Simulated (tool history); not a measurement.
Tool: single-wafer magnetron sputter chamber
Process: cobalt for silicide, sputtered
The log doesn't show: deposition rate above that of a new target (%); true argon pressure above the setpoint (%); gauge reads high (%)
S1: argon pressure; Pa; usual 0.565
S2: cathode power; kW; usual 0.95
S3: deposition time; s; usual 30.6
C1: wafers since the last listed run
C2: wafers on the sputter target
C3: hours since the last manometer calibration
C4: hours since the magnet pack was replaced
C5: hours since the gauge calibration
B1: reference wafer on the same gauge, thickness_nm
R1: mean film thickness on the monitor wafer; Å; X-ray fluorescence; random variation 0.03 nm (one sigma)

Run 1, hour 0: usual settings but S2 0.85 kW; C1 0; C2 4705; C3 2515.4; C4 8798.8; C5 27.8; B1 14.401. Result: R1 135 Å.
Run 2, hour 7.3: usual settings but S2 1.05 kW; C1 250; C2 4955; C3 2522.7; C4 8806.1; C5 35.1; B1 14.4. Result: R1 166.82 Å.
Run 3, hour 21.6: usual settings but S2 1.05 kW; C1 489; C2 5445; C3 2537; C4 8820.4; C5 49.4; B1 14.399. Result: R1 167.15 Å.
Run 4, hour 27.8: usual settings but S3 27 s; C1 212; C2 5657; C3 2543.2; C4 8826.6; C5 55.6; B1 14.401. Result: R1 133.41 Å.
Run 5, hour 41: usual settings but S3 27 s; C1 452; C2 6110; C3 2556.4; C4 8839.8; C5 68.8; B1 14.402. Result: R1 133.25 Å.
Run 6, hour 70.1: usual settings; C1 996; C2 7107; C3 2585.5; C4 8868.9; C5 97.9; B1 14.402. Result: R1 150.72 Å.
Run 7, hour 76.4: usual settings; C1 215; C2 7323; C3 2591.8; C4 8875.2; C5 104.2; B1 14.401. Result: R1 150.54 Å.
At hour 90.9: sputter target and shields replaced.
At hour 95.1: magnet pack replaced.
Run 8, hour 95.6: usual settings but S2 0.8 kW, S3 25.8 s; C1 241; C2 18; C3 2611; C4 0.5; C5 123.4; B1 14.393. Result: R1 107.21 Å.
Run 9, hour 95.9: usual settings but S3 27.8 s; C1 10; C2 28; C3 2611.3; C4 0.8; C5 123.7; B1 14.404. Result: R1 137.12 Å.
At hour 100.9: gauge calibrated.
At hour 109.2: capacitance manometer re-zeroed and calibrated.
Run 10, hour 111.4: usual settings; C1 256; C2 285; C3 2.2; C4 16.3; C5 10.5; B1 14.399. Result: R1 150.82 Å.
Run 11, hour 119.4: usual settings but S1 0.628 Pa; C1 274; C2 559; C3 10.2; C4 24.3; C5 18.5; B1 14.398. Result: R1 148.53 Å.
Run 12, hour 135.7: usual settings but S1 0.777 Pa, S2 0.75 kW; C1 558; C2 1118; C3 26.5; C4 40.6; C5 34.8; B1 14.405. Result: R1 111.88 Å.
Run 13, hour 145.2: usual settings but S2 1.15 kW; C1 325; C2 1443; C3 36; C4 50.1; C5 44.3; B1 14.4. Result: R1 181.84 Å.
Run 14, hour 153.9: usual settings; C1 298; C2 1741; C3 44.7; C4 58.8; C5 53; B1 14.404. Result: R1 151.34 Å.

Forecast each of these 5 alternatives for the next run:
Run A, hour 154.3: usual settings but S3 27.5 s; C1 13; C2 1755; C3 45.1; C4 59.2; C5 53.4; B1 ?. Result: R1 ?.
Run B, hour 154.3: usual settings but S1 0.473 Pa, S2 0.85 kW, S3 36.5 s; C1 13; C2 1755; C3 45.1; C4 59.2; C5 53.4; B1 ?. Result: R1 ?.
Run C, hour 154.3: usual settings but S2 1.05 kW, S3 27.9 s; C1 13; C2 1755; C3 45.1; C4 59.2; C5 53.4; B1 ?. Result: R1 ?.
Run D, hour 154.3: usual settings but S1 0.64 Pa, S3 33.3 s; C1 13; C2 1755; C3 45.1; C4 59.2; C5 53.4; B1 ?. Result: R1 ?.
Run E, hour 154.3: usual settings but S1 0.643 Pa, S2 1.05 kW, S3 34.3 s; C1 13; C2 1755; C3 45.1; C4 59.2; C5 53.4; B1 ?. Result: R1 ?.

run    B1      R1
  A  14.4   136.2
  B  14.4  166.19
  C  14.4  152.72
  D  14.4  161.34
  E  14.4  183.52
Without the tool's hidden state the same runs would have given:
run      R1
  A   136.2
  B  166.19
  C  152.72
  D  161.34
  E  183.52

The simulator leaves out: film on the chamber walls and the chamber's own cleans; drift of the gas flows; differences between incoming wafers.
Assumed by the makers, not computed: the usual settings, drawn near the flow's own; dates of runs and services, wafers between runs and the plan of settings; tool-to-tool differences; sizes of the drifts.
